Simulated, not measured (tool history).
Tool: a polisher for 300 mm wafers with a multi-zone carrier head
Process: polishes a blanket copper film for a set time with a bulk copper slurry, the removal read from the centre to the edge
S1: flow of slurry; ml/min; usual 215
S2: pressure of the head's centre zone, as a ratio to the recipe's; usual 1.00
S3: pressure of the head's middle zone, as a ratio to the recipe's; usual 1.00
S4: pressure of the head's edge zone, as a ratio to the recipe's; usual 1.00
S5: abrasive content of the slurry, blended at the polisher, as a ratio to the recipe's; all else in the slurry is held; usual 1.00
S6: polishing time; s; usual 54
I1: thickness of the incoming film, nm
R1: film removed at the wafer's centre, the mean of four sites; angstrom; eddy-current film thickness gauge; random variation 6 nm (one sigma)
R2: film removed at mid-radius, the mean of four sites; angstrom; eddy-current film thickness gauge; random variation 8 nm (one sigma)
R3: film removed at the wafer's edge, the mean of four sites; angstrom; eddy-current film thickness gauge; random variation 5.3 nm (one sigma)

run 1 hour=0.0 | S1=215 S2=1.04 S3=1.00 S4=1.00 S5=1.00 S6=54 | I1=2882.5 | R1=5143 R2=5224 R3=5061
run 2 hour=42.1 | S1=215 S2=1.00 S3=0.95 S4=1.00 S5=1.00 S6=54 | I1=2868.2 | R1=4988 R2=5120 R3=5063
run 3 hour=90.2 | S1=215 S2=1.00 S3=0.95 S4=1.00 S5=1.00 S6=54 | I1=2907.7 | R1=4931 R2=5141 R3=4995
run 4 hour=131.8 | S1=215 S2=1.00 S3=1.00 S4=1.00 S5=1.00 S6=54 | I1=2864.2 | R1=5224 R2=5403 R3=5296
run 5 hour=190.9 | S1=250 S2=1.11 S3=1.00 S4=1.00 S5=1.00 S6=69 | I1=2861.0 | R1=7459 R2=7062 R3=6852
run 6 hour=260.8 | S1=215 S2=1.00 S3=0.92 S4=0.96 S5=1.00 S6=54 | I1=2861.2 | R1=5154 R2=5017 R3=5037
run 7 hour=316.4 | S1=245 S2=1.00 S3=1.00 S4=1.00 S5=1.00 S6=54 | I1=2897.8 | R1=5079 R2=5443 R3=5260
run 8 hour=358.0 | S1=215 S2=1.00 S3=0.90 S4=1.00 S5=1.00 S6=54 | I1=2894.4 | R1=5008 R2=4960 R3=5117
run 9 hour=418.0 | S1=215 S2=1.00 S3=1.00 S4=1.00 S5=1.00 S6=54 | I1=2864.0 | R1=5057 R2=5221 R3=5042
run 10 hour=485.2 | S1=215 S2=1.00 S3=1.00 S4=1.04 S5=1.00 S6=64 | I1=2938.6 | R1=5840 R2=5954 R3=6054
run 11 hour=535.0 | S1=215 S2=1.00 S3=1.10 S4=1.00 S5=1.00 S6=54 | I1=2899.0 | R1=5345 R2=5830 R3=5288
run 12 hour=595.7 | S1=215 S2=1.00 S3=1.00 S4=1.00 S5=1.00 S6=36 | I1=2890.1 | R1=3437 R2=3643 R3=3465
run 13 hour=658.3 | S1=185 S2=1.00 S3=1.00 S4=1.00 S5=1.00 S6=54 | I1=2854.2 | R1=4855 R2=5194 R3=5135
run 14 hour=705.5 | S1=150 S2=1.06 S3=1.00 S4=1.06 S5=1.00 S6=67 | I1=2852.3 | R1=6070 R2=6063 R3=6234
run 15 hour=769.9 | S1=215 S2=1.00 S3=1.00 S4=1.00 S5=1.00 S6=36 | I1=2915.2 | R1=3337 R2=3480 R3=3459
run 16 hour=952.9 | S1=215 S2=1.00 S3=1.00 S4=1.00 S5=1.00 S6=54 | I1=2894.2 | R1=5004 R2=5173 R3=5186
run 17 hour=998.7 | S1=215 S2=1.00 S3=1.00 S4=1.05 S5=1.00 S6=45 | I1=2934.7 | R1=4343 R2=4514 R3=4488
run 18 hour=1035.6 | S1=215 S2=1.00 S3=0.90 S4=1.00 S5=1.00 S6=54 | I1=2906.2 | R1=5029 R2=5028 R3=5236
run 19 hour=1064.0 | S1=215 S2=1.00 S3=0.90 S4=1.00 S5=1.00 S6=54 | I1=2949.4 | R1=5051 R2=5104 R3=5182
run 20 hour=1096.8 | S1=215 S2=1.00 S3=1.00 S4=1.00 S5=1.00 S6=54 | I1=2895.3 | R1=4983 R2=5304 R3=5248

Not shown: 10 entries that the log had between the listed runs. Between which runs, and how does the tool's hidden state differ before and after?
Between runs 1 and 2: edge zone pressure recalibrated (hour 15.8)
  slurry flow missing at the pad, %: 28.9 -> 29.4
  measured less the result without the state, R1: -372 -> -371 angstrom; R2: -334 -> -337 angstrom; R3: -235 -> -242 angstrom
Between runs 3 and 4: slurry nozzle cleaned (hour 92.6)
  slurry flow missing at the pad, %: 29.9 -> 8.83
  measured less the result without the state, R1: -376 -> -86 angstrom; R2: -346 -> -78 angstrom; R3: -244 -> -57 angstrom
Between runs 5 and 6: worn pad replaced by a new one (hour 227.4)
  slurry flow missing at the pad, %: 16 -> 21.6
  measured less the result without the state, R1: -205 -> -247 angstrom; R2: -174 -> -213 angstrom; R3: -126 -> -156 angstrom
Between runs 7 and 8: carrier head's membrane replaced by a new one (hour 329.5)
  slurry flow missing at the pad, %: 24.6 -> 26.2
  measured less the result without the state, R1: -250 -> -314 angstrom; R2: -239 -> -276 angstrom; R3: -172 -> -207 angstrom
Between runs 10 and 11: slurry nozzle cleaned (hour 503.1)
  slurry flow missing at the pad, %: 29.2 -> 6.32
  measured less the result without the state, R1: -430 -> -60 angstrom; R2: -388 -> -58 angstrom; R3: -286 -> -39 angstrom
Between runs 12 and 13: worn pad replaced by a new one (hour 605.3)
  slurry flow missing at the pad, %: 13.9 -> 19.3
  measured less the result without the state, R1: -94 -> -237 angstrom; R2: -89 -> -224 angstrom; R3: -63 -> -159 angstrom
Between runs 14 and 15: centre zone pressure recalibrated (hour 744.2)
  slurry flow missing at the pad, %: 22.1 -> 24.8
  measured less the result without the state, R1: -454 -> -193 angstrom; R2: -395 -> -179 angstrom; R3: -283 -> -130 angstrom
Between runs 16 and 17: slurry nozzle cleaned (hour 960.9); edge zone pressure recalibrated (hour 980.1); worn pad replaced by a new one (hour 981.0)
  slurry flow missing at the pad, %: 28.5 -> 14.4
  measured less the result without the state, R1: -356 -> -124 angstrom; R2: -325 -> -115 angstrom; R3: -237 -> -84 angstrom
